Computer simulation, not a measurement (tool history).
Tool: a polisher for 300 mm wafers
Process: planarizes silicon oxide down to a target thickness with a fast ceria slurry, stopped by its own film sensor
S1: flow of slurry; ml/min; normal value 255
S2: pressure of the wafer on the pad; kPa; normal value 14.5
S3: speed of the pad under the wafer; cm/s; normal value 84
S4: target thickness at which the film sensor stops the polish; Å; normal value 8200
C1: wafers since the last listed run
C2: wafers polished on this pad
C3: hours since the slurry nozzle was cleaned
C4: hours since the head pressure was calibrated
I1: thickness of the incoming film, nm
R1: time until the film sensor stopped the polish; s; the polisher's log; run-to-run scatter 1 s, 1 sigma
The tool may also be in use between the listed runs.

Run 1, day 0: usual settings; C1 0; C2 828; C3 272.1; C4 755.9; I1 1639.8. Result: R1 93.2 s.
Run 2, day 1.458: usual settings; C1 366; C2 1195; C3 307.1; C4 790.9; I1 1626.7. Result: R1 89.3 s.
Run 3, day 1.992: usual settings; C1 134; C2 1329; C3 319.9; C4 803.7; I1 1630.7. Result: R1 92.2 s.
Run 4, day 3.367: usual settings; C1 345; C2 1674; C3 352.9; C4 836.7; I1 1643.1. Result: R1 95.7 s.
Run 5, day 4.592: usual settings; C1 307; C2 1982; C3 382.3; C4 866.1; I1 1642.3. Result: R1 97.7 s.
Run 6, day 5.633: usual settings; C1 261; C2 2244; C3 407.3; C4 891.1; I1 1636.3. Result: R1 96.6 s.
Run 7, day 6.288: usual settings but S3 72 cm/s; C1 164; C2 2408; C3 423; C4 906.8; I1 1630.9. Result: R1 108.2 s.
At day 6.712: worn pad replaced by a new one.
Run 8, day 7.7: usual settings but S1 210 ml/min; C1 313; C2 247; C3 456.9; C4 940.7; I1 1641.4. Result: R1 96.5 s.
Run 9, day 8.825: usual settings but S1 210 ml/min; C1 282; C2 530; C3 483.9; C4 967.7; I1 1639.6. Result: R1 100 s.
Run 10, day 9.696: usual settings; C1 218; C2 749; C3 504.8; C4 988.6; I1 1673.3. Result: R1 100.5 s.
At day 10.258: slurry nozzle cleaned.
Run 11, day 10.55: usual settings; C1 204; C2 953; C3 7; C4 1009.1; I1 1678.4. Result: R1 94.8 s.
Run 12, day 11.829: usual settings; C1 321; C2 1274; C3 37.7; C4 1039.8; I1 1643.6. Result: R1 92.7 s.
Run 13, day 13.021: usual settings; C1 299; C2 1574; C3 66.3; C4 1068.4; I1 1640.8. Result: R1 91.7 s.
Run 14, day 13.979: usual settings but S4 10410 Å; C1 240; C2 1815; C3 89.3; C4 1091.4; I1 1671.5. Result: R1 71.6 s.
Run 15, day 14.658: usual settings but S4 6060 Å; C1 170; C2 1985; C3 105.6; C4 1107.7; I1 1632. Result: R1 120.1 s.
At day 15.846: worn pad replaced by a new one.
Run 16, day 16.096: usual settings; C1 319; C2 62; C3 140.1; C4 1142.2; I1 1683.4. Result: R1 92.9 s.
Run 17, day 17.262: usual settings but S1 280 ml/min; C1 293; C2 355; C3 168.1; C4 1170.2; I1 1652.3. Result: R1 89.2 s.
Run 18, day 18.062: usual settings but S1 295 ml/min, S2 18.6 kPa, S3 100 cm/s, S4 9240 Å; C1 201; C2 556; C3 187.3; C4 1189.4; I1 1671.4. Result: R1 58.3 s.
At day 18.579: head pressure recalibrated.
Run 19, day 19.412: usual settings but S1 205 ml/min, S2 11 kPa, S4 6750 Å; C1 318; C2 875; C3 219.7; C4 20; I1 1676.6. Result: R1 136.9 s.
Run 20, day 20.021: usual settings; C1 152; C2 1028; C3 234.3; C4 34.6; I1 1664.1. Result: R1 93.2 s.
Run 21, day 20.796: usual settings but S1 200 ml/min, S3 72 cm/s; C1 194; C2 1222; C3 252.9; C4 53.2; I1 1628.6. Result: R1 106.2 s.
Run 22, day 21.612: usual settings but S1 340 ml/min, S3 68 cm/s, S4 9840 Å; C1 205; C2 1427; C3 272.5; C4 72.8; I1 1659. Result: R1 88.4 s.
Run 23, day 23.071: usual settings but S2 16.5 kPa; C1 366; C2 1794; C3 307.5; C4 107.8; I1 1654.7. Result: R1 88.2 s.
At day 24.05: worn pad replaced by a new one.
Run 24, day 27.262: usual settings but S1 225 ml/min, S2 13.1 kPa, S3 108 cm/s, S4 9450 Å; C1 1011; C2 806; C3 408.1; C4 208.4; I1 1657.7. Result: R1 70.3 s.
Run 25, day 28.512: usual settings; C1 314; C2 1120; C3 438.1; C4 238.4; I1 1668.7. Result: R1 100.4 s.
Run 26, day 29.208: usual settings but S1 180 ml/min, S2 17.2 kPa, S3 106 cm/s, S4 6770 Å; C1 174; C2 1295; C3 454.8; C4 255.1; I1 1673.2. Result: R1 89.5 s.
At day 29.767: slurry nozzle cleaned.
Run 27, day 30.167: usual settings but S2 10.3 kPa, S3 108 cm/s; C1 230; C2 1525; C3 9.6; C4 278.1; I1 1622. Result: R1 92.2 s.
Run 28, day 30.729: usual settings but S1 300 ml/min, S2 17.9 kPa, S3 60 cm/s, S4 10960 Å; C1 141; C2 1667; C3 23.1; C4 291.6; I1 1673.5. Result: R1 72.1 s.
Run 29, day 31.7: usual settings but S2 16.5 kPa; C1 243; C2 1911; C3 46.4; C4 314.9; I1 1648.9. Result: R1 85.2 s.
At day 32.692: worn pad replaced by a new one.
Run 30, day 32.712: usual settings but S4 10410 Å; C1 212; C2 5; C3 70.7; C4 339.2; I1 1653.4. Result: R1 66.7 s.
Run 31, day 34.167: usual settings; C1 365; C2 371; C3 105.6; C4 374.1; I1 1650.1. Result: R1 90.4 s.
Run 32, day 34.858: usual settings; C1 173; C2 544; C3 122.2; C4 390.7; I1 1647.6. Result: R1 92 s.
Run 33, day 35.646: usual settings but S1 325 ml/min, S2 11 kPa; C1 197; C2 742; C3 141.1; C4 409.6; I1 1673.7. Result: R1 111.5 s.
Run 34, day 36.167: usual settings but S1 220 ml/min, S3 106 cm/s, S4 6340 Å; C1 130; C2 873; C3 153.6; C4 422.1; I1 1659.6. Result: R1 95.5 s.
Run 35, day 37.533: usual settings; C1 343; C2 1216; C3 186.4; C4 454.9; I1 1665. Result: R1 94.8 s.
Run 36, day 38.546: usual settings but S1 215 ml/min, S2 12.4 kPa, S3 114 cm/s, S4 9980 Å; C1 254; C2 1471; C3 210.7; C4 479.2; I1 1658.4. Result: R1 64.7 s.

Describe how what the log doesn't record of the tool's condition differs between the last listed run preceding each entry between runs and the first listed run following it.
From run 7 to run 8: worn pad replaced by a new one (day 6.712)
  removal rate lost through wear of the pad, %: 7.32 -> 1.48; slurry flow missing at the pad, %: 32.1 -> 36.9
  measured less the result without the state, R1: +12.2 -> +7.3 s
From run 10 to run 11: slurry nozzle cleaned (day 10.258)
  removal rate lost through wear of the pad, %: 2.91 -> 3.53; slurry flow missing at the pad, %: 44.4 -> 1.52
  measured less the result without the state, R1: +9.8 -> +3.5 s
From run 15 to run 16: worn pad replaced by a new one (day 15.846)
  removal rate lost through wear of the pad, %: 6.48 -> 0.301; slurry flow missing at the pad, %: 3.33 -> 4.71
  measured less the result without the state, R1: +8.1 -> +0.8 s
From run 18 to run 19: head pressure recalibrated (day 18.579)
  removal rate lost through wear of the pad, %: 1.72 -> 2.69; slurry flow missing at the pad, %: 7.23 -> 9.39
  measured less the result without the state, R1: +1.3 -> +5.3 s
From run 23 to run 24: worn pad replaced by a new one (day 24.05)
  removal rate lost through wear of the pad, %: 5.32 -> 2.55; slurry flow missing at the pad, %: 16.9 -> 28.7
  measured less the result without the state, R1: +6.3 -> +4.6 s
From run 26 to run 27: slurry nozzle cleaned (day 29.767)
  removal rate lost through wear of the pad, %: 3.95 -> 4.64; slurry flow missing at the pad, %: 35.3 -> 0.381
  measured less the result without the state, R1: +9.1 -> +4.3 s
From run 29 to run 30: worn pad replaced by a new one (day 32.692)
  removal rate lost through wear of the pad, %: 5.74 -> 0.117; slurry flow missing at the pad, %: 0.718 -> 1.18
  measured less the result without the state, R1: +4.9 -> +0.2 s
